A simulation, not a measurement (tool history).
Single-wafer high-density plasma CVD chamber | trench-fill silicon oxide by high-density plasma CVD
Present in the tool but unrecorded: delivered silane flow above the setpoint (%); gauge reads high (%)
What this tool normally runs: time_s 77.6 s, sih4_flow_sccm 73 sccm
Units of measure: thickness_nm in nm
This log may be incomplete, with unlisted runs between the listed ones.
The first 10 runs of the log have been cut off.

| run | hour | time_s | sih4_flow_sccm | wafers since the last listed run | hours since the silane flow controller was replaced | hours since the gauge calibration | read-back reference wafer on the same gauge, thickness_nm | thickness_nm |
|---|---|---|---|---|---|---|---|---|
| 11 | 689.6 | 83.8 | 78 | 939 | 1686.5 | 1523.9 | 455.142 | 641.621 |
| 12 | 769.0 | 85.8 | 73 | 1346 | 1765.9 | 1603.3 | 455.145 | 614.683 |
| 13 | 871.0 | 77.6 | 73 | 1729 | 1867.9 | 1705.3 | 455.118 | 555.719 |
| 14 | 929.8 | 77.6 | 73 | 997 | 1926.7 | 1764.1 | 455.108 | 555.279 |
| 15 | 978.7 | 77.6 | 73 | 829 | 1975.6 | 1813.0 | 455.317 | 554.940 |
| 16 | 1039.5 | 77.6 | 82 | 1031 | 2036.4 | 1873.8 | 454.924 | 624.221 |
| 17 | 1082.5 | 64.1 | 85 | 729 | 2079.4 | 1916.8 | 455.285 | 535.707 |
| 18 | 1133.0 | 70.3 | 64 | 856 | 2129.9 | 1967.3 | 454.925 | 440.340 |
|  | 1140.5 | gauge calibrated |
| 19 | 1205.5 | 77.6 | 73 | 1229 | 2202.4 | 65.0 | 455.066 | 555.312 |
| 20 | 1295.8 | 77.6 | 88 | 1531 | 2292.7 | 155.3 | 455.034 | 667.917 |
| 21 | 1400.3 | 73.1 | 67 | 1772 | 2397.2 | 259.8 | 454.765 | 480.437 |
| 22 | 1481.5 | 77.6 | 73 | 1377 | 2478.4 | 341.0 | 454.786 | 556.158 |
|  | 1518.0 | silane flow controller replaced |
| 23 | 1526.6 | 77.6 | 73 | 629 | 8.6 | 386.1 | 455.263 | 560.430 |
| 24 | 1584.3 | 66.7 | 82 | 978 | 66.3 | 443.8 | 455.238 | 541.710 |
| 25 | 1661.8 | 91.0 | 73 | 1314 | 143.8 | 521.3 | 454.946 | 657.264 |
| 26 | 1721.6 | 88.6 | 79 | 1014 | 203.6 | 581.1 | 454.941 | 692.429 |
| 27 | 1776.8 | 65.8 | 80 | 936 | 258.8 | 636.3 | 455.028 | 516.905 |
| 28 | 1855.3 | 69.3 | 59 | 1331 | 337.3 | 714.8 | 455.054 | 402.605 |
| 29 | 1956.7 | 69.5 | 73 | 1719 | 438.7 | 816.2 | 454.922 | 500.455 |
| 30 | 2000.3 | 71.5 | 67 | 739 | 482.3 | 859.8 | 455.003 | 471.111 |
| 31 | 2103.7 | 77.6 | 73 | 1753 | 585.7 | 963.2 | 454.652 | 555.685 |

Alternative continuations, all from the tool just after run 31; predict every row:
| A | 2104.1 | 77.6 | 83 | 6 | 586.1 | 963.6 | ? | ? |
| B | 2104.1 | 84.0 | 61 | 6 | 586.1 | 963.6 | ? | ? |
| C | 2104.1 | 87.5 | 73 | 6 | 586.1 | 963.6 | ? | ? |
| D | 2104.1 | 83.6 | 81 | 6 | 586.1 | 963.6 | ? | ? |

| run | read-back reference wafer on the same gauge, thickness_nm | thickness_nm |
|---|---|---|
| A | 455.127 | 630.928 |
| B | 455.127 | 501.937 |
| C | 455.127 | 625.707 |
| D | 455.127 | 663.332 |
With no hidden state in the tool, these same runs would have given:
| run | thickness_nm |
|---|---|
| A | 638.226 |
| B | 507.743 |
| C | 632.945 |
| D | 671.006 |
